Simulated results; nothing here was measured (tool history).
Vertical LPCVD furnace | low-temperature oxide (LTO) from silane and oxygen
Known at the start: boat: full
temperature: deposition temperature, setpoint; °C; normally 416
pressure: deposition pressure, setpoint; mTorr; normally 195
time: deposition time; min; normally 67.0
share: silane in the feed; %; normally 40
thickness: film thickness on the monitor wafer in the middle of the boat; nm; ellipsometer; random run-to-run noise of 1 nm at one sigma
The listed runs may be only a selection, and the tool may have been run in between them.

run	day	temperature	pressure	time	share	read-back reference wafer on the same gauge, thickness	thickness
1	0.000	416	195	67.0	40	697.73	662.68
2	0.575	416	195	67.0	40	696.90	660.78
3	0.979	416	195	67.0	40	697.06	662.69
4	1.329	416	195	67.0	40	696.50	660.89
5	1.842	416	195	67.0	40	695.69	659.17
# day 3.600: silane flow controller replaced
# day 4.200: gauge calibrated
# day 4.467: pressure gauge zeroed
6	4.488	416	175	67.0	40	702.18	599.12
7	4.683	416	175	67.0	40	701.84	599.04
8	4.883	416	175	67.0	40	701.70	597.84
9	5.079	416	195	67.0	40	701.50	665.47
10	5.279	416	235	92.5	44	701.44	1229.88
11	5.475	416	170	67.0	40	701.64	579.57
12	7.867	406	195	67.0	37	699.52	544.49
# day 8.946: thermocouples replaced and temperature profile calibrated
13	8.967	416	160	67.0	40	699.31	545.15
14	9.162	416	160	67.0	40	698.69	545.60
15	9.596	416	150	67.0	47	699.05	602.43
16	10.321	410	235	79.0	43	698.11	956.88

Expected results for the next run?
17	10.992	416	195	67.0	43	?	?

Run 17 came out at read-back reference wafer on the same gauge, thickness 697.25, thickness 715.18 nm.
Without the tool's hidden state the same run would have given thickness 719.56 nm.
